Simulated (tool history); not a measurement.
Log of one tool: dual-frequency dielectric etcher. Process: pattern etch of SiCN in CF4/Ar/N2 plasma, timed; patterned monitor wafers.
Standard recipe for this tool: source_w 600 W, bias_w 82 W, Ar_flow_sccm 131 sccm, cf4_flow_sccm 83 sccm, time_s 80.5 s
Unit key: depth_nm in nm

run,hour,source_w,bias_w,Ar_flow_sccm,cf4_flow_sccm,time_s,wafers since the last listed run,hours since the last wet clean,hours since the last source power generator calibration,hours since the last bias power generator calibration,hours since the last Ar flow controller change,hours since the last CF4 flow controller change,hours since the last upper electrode change,hours since the gauge calibration,"read-back reference wafer on the same gauge, depth_nm",depth_nm
1,0.0,600,82,131,83,80.5,0,354.5,3355.3,2741.0,5373.4,3411.2,2827.7,143.1,93.5,93.8
2,8.6,600,82,131,83,80.5,60,363.1,3363.9,2749.6,5382.0,3419.8,2836.3,151.7,93.4,93.0
3,24.6,600,82,146,83,80.5,113,379.1,3379.9,2765.6,5398.0,3435.8,2852.3,167.7,93.5,91.0
4,42.1,600,82,144,83,80.5,124,396.6,3397.4,2783.1,5415.5,3453.3,2869.8,185.2,93.4,91.6
# hour 73.9: wet clean of the chamber
5,74.4,600,82,144,83,80.5,58,0.5,3429.7,2815.4,5447.8,3485.6,2902.1,217.5,93.4,88.6
6,74.7,600,82,131,83,69.5,2,0.8,3430.0,2815.7,5448.1,3485.9,2902.4,217.8,93.5,76.7
# hour 87.1: CF4 flow controller replaced
# hour 88.5: Ar flow controller replaced
# hour 95.0: gauge calibrated
# hour 104.6: source power generator calibrated
# hour 110.6: wet clean of the chamber, repeated, since the last time left the tool worse
# hour 116.8: upper electrode replaced
7,117.3,600,82,131,93,80.5,134,6.7,12.7,2858.3,28.8,30.2,0.5,22.3,93.6,97.0
8,117.7,600,82,131,83,80.5,2,7.1,13.1,2858.7,29.2,30.6,0.9,22.7,93.7,96.5
9,118.0,600,82,131,83,80.5,2,7.4,13.4,2859.0,29.5,30.9,1.2,23.0,93.6,95.5
10,118.4,500,82,118,72,80.5,2,7.8,13.8,2859.4,29.9,31.3,1.6,23.4,93.4,78.5
11,128.0,600,82,131,93,80.5,68,17.4,23.4,2869.0,39.5,40.9,11.2,33.0,93.6,97.6
# hour 143.6: bias power generator calibrated
12,144.1,600,82,131,83,80.5,85,33.5,39.5,0.5,55.6,57.0,27.3,49.1,93.5,95.3
13,154.8,600,94,116,89,80.5,75,44.2,50.2,11.2,66.3,67.7,38.0,59.8,93.6,103.4
14,171.9,730,82,131,83,80.5,121,61.3,67.3,28.3,83.4,84.8,55.1,76.9,93.7,116.4
15,186.6,490,69,154,83,80.5,104,76.0,82.0,43.0,98.1,99.5,69.8,91.6,93.5,70.1
16,193.9,600,82,131,83,80.5,51,83.3,89.3,50.3,105.4,106.8,77.1,98.9,93.6,95.8
17,203.2,600,82,131,83,80.5,65,92.6,98.6,59.6,114.7,116.1,86.4,108.2,93.5,94.4
18,209.2,530,94,131,65,88.5,42,98.6,104.6,65.6,120.7,122.1,92.4,114.2,93.4,95.2
19,217.3,540,82,107,83,67.0,57,106.7,112.7,73.7,128.8,130.2,100.5,122.3,93.6,72.9

Below are 5 alternative next runs, each starting from the tool's condition after run 19. Predict each:
A,217.7,600,82,131,83,80.5,2,107.1,113.1,74.1,129.2,130.6,100.9,122.7,?,?
B,217.7,600,82,119,83,80.5,2,107.1,113.1,74.1,129.2,130.6,100.9,122.7,?,?
C,217.7,730,82,131,73,90.5,2,107.1,113.1,74.1,129.2,130.6,100.9,122.7,?,?
D,217.7,470,82,112,83,72.0,2,107.1,113.1,74.1,129.2,130.6,100.9,122.7,?,?
E,217.7,600,72,131,76,80.5,2,107.1,113.1,74.1,129.2,130.6,100.9,122.7,?,?

run,"read-back reference wafer on the same gauge, depth_nm",depth_nm
A,93.5,94.6
B,93.5,95.5
C,93.5,126.7
D,93.5,67.0
E,93.5,87.7
Take away the tool's hidden state, keep each run's random variation, and the runs would have read:
run,depth_nm
A,95.4
B,96.3
C,127.8
D,67.5
E,88.5
